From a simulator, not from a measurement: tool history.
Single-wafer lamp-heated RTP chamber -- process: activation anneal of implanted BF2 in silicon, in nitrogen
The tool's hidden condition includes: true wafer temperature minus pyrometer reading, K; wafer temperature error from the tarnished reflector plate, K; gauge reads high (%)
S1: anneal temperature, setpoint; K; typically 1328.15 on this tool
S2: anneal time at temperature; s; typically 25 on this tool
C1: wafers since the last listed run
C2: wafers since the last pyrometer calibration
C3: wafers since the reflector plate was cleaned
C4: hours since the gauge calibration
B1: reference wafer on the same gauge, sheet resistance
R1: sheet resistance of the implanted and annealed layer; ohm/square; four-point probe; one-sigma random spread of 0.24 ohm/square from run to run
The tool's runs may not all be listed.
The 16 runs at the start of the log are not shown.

run   hour       S1  S2   C1    C2    C3     C4     B1      R1
 17  376.9  1306.15  25  229   983  5089  342.3  98.96  126.42
 18  400.9  1299.15  40  295  1279  5385  366.3  99.01  119.59
 19  433.6  1328.15  35  402  1682  5787  399.0  98.99   96.18
     444.5  -- reflector plate cleaned
 20  449.2  1355.15  13   93  1775    58  414.6  99.05  100.16
 21  466.8  1346.15  35  216  1992   275  432.2  99.01   82.89
 22  500.2  1328.15  25  411  2404   686  465.6  99.01  106.37
 23  516.4  1328.15  25  199  2603   886  481.8  99.05  106.01
 24  537.3  1354.15  31  257  2861  1143  502.7  99.00   80.03
     583.0  -- gauge calibrated
 25  587.7  1328.15  25  620  3482  1764    4.7  98.96  106.31
 26  600.9  1328.15  25  162  3644  1927   17.9  99.07  105.48
 27  621.8  1299.15  40  257  3902  2184   38.8  99.02  119.90
 28  637.4  1328.15  15  192  4094  2377   54.4  98.92  120.00
 29  662.3  1313.15  25  306  4401  2683   79.3  98.96  119.93
 30  691.7  1338.15  18  362  4763  3046  108.7  99.04  104.90
 31  704.0  1328.15  25  151  4914  3197  121.0  98.99  105.29
 32  734.0  1344.15  12  369  5284  3567  151.0  98.93  111.17
 33  758.1  1303.15  30  296  5581  3864  175.1  98.92  124.71
 34  776.0  1343.15  25  220  5802  4084  193.0  98.96   92.04
 35  788.7  1328.15  25  156  5958  4241  205.7  99.01  105.03
 36  802.4  1306.15  17  168  6127  4410  219.4  98.95  139.42

Branching from run 36: 5 alternative next runs. What would each branch give?
  A  802.8  1349.15  25   4  6132  4414  219.8   ?   ?
  B  802.8  1356.15  29   4  6132  4414  219.8   ?   ?
  C  802.8  1328.15  37   4  6132  4414  219.8   ?   ?
  D  802.8  1353.15  31   4  6132  4414  219.8   ?   ?
  E  802.8  1351.15  38   4  6132  4414  219.8   ?   ?

run     B1     R1
  A  99.01  87.44
  B  99.01  79.34
  C  99.01  94.92
  D  99.01  79.92
  E  99.01  77.21
With no hidden state in the tool, these same runs would have given:
run     R1
  A  88.69
  B  80.42
  C  96.33
  D  81.03
  E  78.26
